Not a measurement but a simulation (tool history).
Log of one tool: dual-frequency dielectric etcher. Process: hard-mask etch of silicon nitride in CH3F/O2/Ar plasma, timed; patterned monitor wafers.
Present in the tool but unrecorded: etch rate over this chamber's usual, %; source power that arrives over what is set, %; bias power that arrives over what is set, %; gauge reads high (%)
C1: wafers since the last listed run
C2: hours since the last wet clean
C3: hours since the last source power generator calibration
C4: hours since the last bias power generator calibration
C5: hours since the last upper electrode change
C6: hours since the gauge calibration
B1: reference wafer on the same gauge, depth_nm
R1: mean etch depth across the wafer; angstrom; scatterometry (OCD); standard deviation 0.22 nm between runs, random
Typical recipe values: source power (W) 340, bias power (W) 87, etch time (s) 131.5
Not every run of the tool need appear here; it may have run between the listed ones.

{"run": 1, "day": 0.0, "source power (W)": 340, "bias power (W)": 87, "etch time (s)": 131.5, "C1": 0, "C2": 189.7, "C3": 3496.5, "C4": 3910.4, "C5": 4144, "C6": 89.4, "B1": 96.7, "R1": 903}
{"run": 2, "day": 2.171, "source power (W)": 340, "bias power (W)": 87, "etch time (s)": 131.5, "C1": 305, "C2": 241.8, "C3": 3548.6, "C4": 3962.5, "C5": 4196.1, "C6": 141.5, "B1": 96.8, "R1": 903}
{"run": 3, "day": 4.871, "source power (W)": 340, "bias power (W)": 87, "etch time (s)": 131.5, "C1": 379, "C2": 306.6, "C3": 3613.4, "C4": 4027.3, "C5": 4260.9, "C6": 206.3, "B1": 96.7, "R1": 902}
{"run": 4, "day": 6.221, "source power (W)": 340, "bias power (W)": 87, "etch time (s)": 131.5, "C1": 189, "C2": 339, "C3": 3645.8, "C4": 4059.7, "C5": 4293.3, "C6": 238.7, "B1": 96.8, "R1": 904}
{"run": 5, "day": 13.188, "source power (W)": 340, "bias power (W)": 87, "etch time (s)": 131.5, "C1": 979, "C2": 506.2, "C3": 3813, "C4": 4226.9, "C5": 4460.5, "C6": 405.9, "B1": 96.7, "R1": 908}
{"run": 6, "day": 14.229, "source power (W)": 340, "bias power (W)": 87, "etch time (s)": 131.5, "C1": 146, "C2": 531.2, "C3": 3838, "C4": 4251.9, "C5": 4485.5, "C6": 430.9, "B1": 96.7, "R1": 909}
{"run": 7, "day": 16.979, "source power (W)": 340, "bias power (W)": 87, "etch time (s)": 131.5, "C1": 386, "C2": 597.2, "C3": 3904, "C4": 4317.9, "C5": 4551.5, "C6": 496.9, "B1": 96.7, "R1": 908}
{"day": 18.604, "done": "wet clean of the chamber"}
{"run": 8, "day": 19.888, "source power (W)": 340, "bias power (W)": 98, "etch time (s)": 150, "C1": 268, "C2": 30.8, "C3": 3973.8, "C4": 4387.7, "C5": 4621.3, "C6": 566.7, "B1": 96.7, "R1": 1093}
{"day": 20.242, "done": "source power generator calibrated"}
{"run": 9, "day": 21.958, "source power (W)": 340, "bias power (W)": 87, "etch time (s)": 131.5, "C1": 267, "C2": 80.5, "C3": 41.2, "C4": 4437.4, "C5": 4671, "C6": 616.4, "B1": 96.7, "R1": 888}
{"run": 10, "day": 23.367, "source power (W)": 340, "bias power (W)": 87, "etch time (s)": 131.5, "C1": 197, "C2": 114.3, "C3": 75, "C4": 4471.2, "C5": 4704.8, "C6": 650.2, "B1": 96.7, "R1": 888}
{"run": 11, "day": 26.225, "source power (W)": 340, "bias power (W)": 87, "etch time (s)": 131.5, "C1": 401, "C2": 182.9, "C3": 143.6, "C4": 4539.8, "C5": 4773.4, "C6": 718.8, "B1": 96.6, "R1": 889}
{"day": 27.946, "done": "bias power generator calibrated"}
{"run": 12, "day": 28.196, "source power (W)": 340, "bias power (W)": 87, "etch time (s)": 131.5, "C1": 253, "C2": 230.2, "C3": 190.9, "C4": 6, "C5": 4820.7, "C6": 766.1, "B1": 96.7, "R1": 886}
{"day": 28.325, "done": "gauge calibrated"}
{"run": 13, "day": 31.004, "source power (W)": 340, "bias power (W)": 105, "etch time (s)": 131.5, "C1": 394, "C2": 297.6, "C3": 258.3, "C4": 73.4, "C5": 4888.1, "C6": 64.3, "B1": 96.8, "R1": 966}
{"run": 14, "day": 33.125, "source power (W)": 340, "bias power (W)": 87, "etch time (s)": 131.5, "C1": 298, "C2": 348.5, "C3": 309.2, "C4": 124.3, "C5": 4939, "C6": 115.2, "B1": 96.7, "R1": 890}
{"run": 15, "day": 34.392, "source power (W)": 380, "bias power (W)": 79, "etch time (s)": 131.5, "C1": 178, "C2": 378.9, "C3": 339.6, "C4": 154.7, "C5": 4969.4, "C6": 145.6, "B1": 96.8, "R1": 905}
{"run": 16, "day": 35.788, "source power (W)": 300, "bias power (W)": 99, "etch time (s)": 131.5, "C1": 196, "C2": 412.4, "C3": 373.1, "C4": 188.2, "C5": 5002.9, "C6": 179.1, "B1": 96.7, "R1": 871}
{"run": 17, "day": 37.392, "source power (W)": 340, "bias power (W)": 87, "etch time (s)": 170, "C1": 225, "C2": 450.9, "C3": 411.6, "C4": 226.7, "C5": 5041.4, "C6": 217.6, "B1": 96.7, "R1": 1154}
{"run": 18, "day": 40.1, "source power (W)": 370, "bias power (W)": 87, "etch time (s)": 131.5, "C1": 380, "C2": 515.9, "C3": 476.6, "C4": 291.7, "C5": 5106.4, "C6": 282.6, "B1": 96.7, "R1": 933}
{"day": 42.15, "done": "upper electrode replaced"}
{"day": 42.804, "done": "wet clean of the chamber"}
{"run": 19, "day": 42.967, "source power (W)": 280, "bias power (W)": 103, "etch time (s)": 131.5, "C1": 170, "C2": 3.9, "C3": 545.4, "C4": 360.5, "C5": 19.6, "C6": 351.4, "B1": 96.6, "R1": 847}
{"run": 20, "day": 45.388, "source power (W)": 310, "bias power (W)": 95, "etch time (s)": 115.5, "C1": 340, "C2": 62, "C3": 603.5, "C4": 418.6, "C5": 77.7, "C6": 409.5, "B1": 96.7, "R1": 766}
{"run": 21, "day": 46.983, "source power (W)": 340, "bias power (W)": 98, "etch time (s)": 167, "C1": 224, "C2": 100.3, "C3": 641.8, "C4": 456.9, "C5": 116, "C6": 447.8, "B1": 96.7, "R1": 1192}
{"run": 22, "day": 48.996, "source power (W)": 340, "bias power (W)": 87, "etch time (s)": 131.5, "C1": 282, "C2": 148.6, "C3": 690.1, "C4": 505.2, "C5": 164.3, "C6": 496.1, "B1": 96.6, "R1": 887}
{"run": 23, "day": 51.488, "source power (W)": 410, "bias power (W)": 79, "etch time (s)": 105.5, "C1": 350, "C2": 208.4, "C3": 749.9, "C4": 565, "C5": 224.1, "C6": 555.9, "B1": 96.7, "R1": 764}
{"run": 24, "day": 53.992, "source power (W)": 340, "bias power (W)": 98, "etch time (s)": 131.5, "C1": 351, "C2": 268.5, "C3": 810, "C4": 625.1, "C5": 284.2, "C6": 616, "B1": 96.7, "R1": 935}

Forecast each of these 5 alternatives for the next run:
{"run": "A", "day": 54.012, "source power (W)": 340, "bias power (W)": 87, "etch time (s)": 131.5, "C1": 2, "C2": 269, "C3": 810.5, "C4": 625.6, "C5": 284.7, "C6": 616.5, "B1": "?", "R1": "?"}
{"run": "B", "day": 54.012, "source power (W)": 340, "bias power (W)": 103, "etch time (s)": 153, "C1": 2, "C2": 269, "C3": 810.5, "C4": 625.6, "C5": 284.7, "C6": 616.5, "B1": "?", "R1": "?"}
{"run": "C", "day": 54.012, "source power (W)": 420, "bias power (W)": 103, "etch time (s)": 154, "C1": 2, "C2": 269, "C3": 810.5, "C4": 625.6, "C5": 284.7, "C6": 616.5, "B1": "?", "R1": "?"}
{"run": "D", "day": 54.012, "source power (W)": 380, "bias power (W)": 75, "etch time (s)": 118, "C1": 2, "C2": 269, "C3": 810.5, "C4": 625.6, "C5": 284.7, "C6": 616.5, "B1": "?", "R1": "?"}
{"run": "E", "day": 54.012, "source power (W)": 380, "bias power (W)": 93, "etch time (s)": 100.5, "C1": 2, "C2": 269, "C3": 810.5, "C4": 625.6, "C5": 284.7, "C6": 616.5, "B1": "?", "R1": "?"}

run=A B1=96.7 R1=887
run=B B1=96.7 R1=1114
run=C B1=96.7 R1=1262
run=D B1=96.7 R1=794
run=E B1=96.7 R1=745
The same runs, with their run-to-run variation unchanged, on a tool lacking any hidden condition would have given:
run=A R1=887
run=B R1=1114
run=C R1=1262
run=D R1=794
run=E R1=745
